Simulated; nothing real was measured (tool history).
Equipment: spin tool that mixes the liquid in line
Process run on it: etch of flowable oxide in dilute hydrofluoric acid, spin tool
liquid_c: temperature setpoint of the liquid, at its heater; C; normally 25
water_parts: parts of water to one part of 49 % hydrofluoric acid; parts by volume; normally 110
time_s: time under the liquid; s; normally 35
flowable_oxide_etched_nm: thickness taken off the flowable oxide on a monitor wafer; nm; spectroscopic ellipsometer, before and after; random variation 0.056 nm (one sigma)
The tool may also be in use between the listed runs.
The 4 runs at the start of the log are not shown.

run    hour  liquid_c  water_parts  time_s  wafers since the last listed run  hours since the thermometer was replaced  hours since the hydrofluoric acid flow meter was replaced  hours since the gauge calibration  read-back film thickness of the flowable oxide reference wafer, read on the same gauge (nm)  flowable_oxide_etched_nm
  5   158.6        25          110      35                               696                                     186.9                                                      178.5                             1338.6                                                                                        40.03                      6.28
  6   205.5        25          110      35                               512                                     233.8                                                      225.4                             1385.5                                                                                        40.01                      6.43
  7   264.5        25          110      35                               645                                     292.8                                                      284.4                             1444.5                                                                                        39.99                      6.38
  8   304.5        25           80      35                               437                                     332.8                                                      324.4                             1484.5                                                                                        40.02                      9.16
  9   360.1        25           80      35                               607                                     388.4                                                        380                             1540.1                                                                                           40                      9.28
 10   439.9        25          110      35                               872                                     468.2                                                      459.8                             1619.9                                                                                           40                      6.38
 11   477.2        25          110      15                               407                                     505.5                                                      497.1                             1657.2                                                                                           40                      2.76
 12     530      27.5          165      25                               577                                     558.3                                                      549.9                               1710                                                                                        40.01                      3.02
 13   564.3        25           85      35                               375                                     592.6                                                      584.2                             1744.3                                                                                        39.99                      8.49
      625.6  -- thermometer replaced
 14   629.6        25          135      20                               703                                         4                                                      649.5                             1809.6                                                                                        40.02                      2.67
      667.5  -- gauge calibrated
 15   678.7        25          110      35                               536                                      53.1                                                      698.6                               11.2                                                                                           40                      6.03
 16   884.6      29.5          135      55                              2251                                       259                                                      904.5                              217.1                                                                                           40                      8.64
 17   913.7        29          110      50                               318                                     288.1                                                      933.6                              246.2                                                                                        39.97                      9.82
      929.2  -- hydrofluoric acid flow meter replaced
 18   970.1      20.5           60      55                               605                                     344.5                                                       40.9                              302.6                                                                                           40                     17.07
 19  1006.2      21.5          155      35                               394                                     380.6                                                         77                              338.7                                                                                        40.02                      3.82
 20  1048.5        25          110      35                               462                                     422.9                                                      119.3                                381                                                                                           40                       6.6
 21  1088.3        29           95      35                               435                                     462.7                                                      159.1                              420.8                                                                                        40.01                      9.21
 22  1159.2      21.5           75      50                               775                                     533.6                                                        230                              491.7                                                                                        40.01                     12.68
 23  1229.6        28          150      55                               769                                       604                                                      300.4                              562.1                                                                                        39.98                      8.01
 24  1300.3        25           80      35                               773                                     674.7                                                      371.1                              632.8                                                                                        40.01                      9.45
     1319.1  -- thermometer replaced
 25  1342.8        25          110      55                               453                                      23.7                                                      413.6                              675.3                                                                                        39.98                      9.72
 26  1414.4        25          110      35                               782                                      95.3                                                      485.2                              746.9                                                                                        39.98                      6.18
 27  1473.4        25          110      35                               645                                     154.3                                                      544.2                              805.9                                                                                        39.99                      6.13
 28  1527.8      28.5          135      40                               594                                     208.7                                                      598.6                              860.3                                                                                        40.01                      6.24

Expected results for the next run?
 29  1558.3        28           75      35                               333                                     239.2                                                      629.1                              890.8                                                                                            ?                         ?

{"run 29": {"read-back film thickness of the flowable oxide reference wafer, read on the same gauge (nm)": 40, "flowable_oxide_etched_nm": 10.63}}
Take away the tool's hidden state, keep the run-to-run variation as it was, and the same run would have given flowable_oxide_etched_nm 11.04 nm.
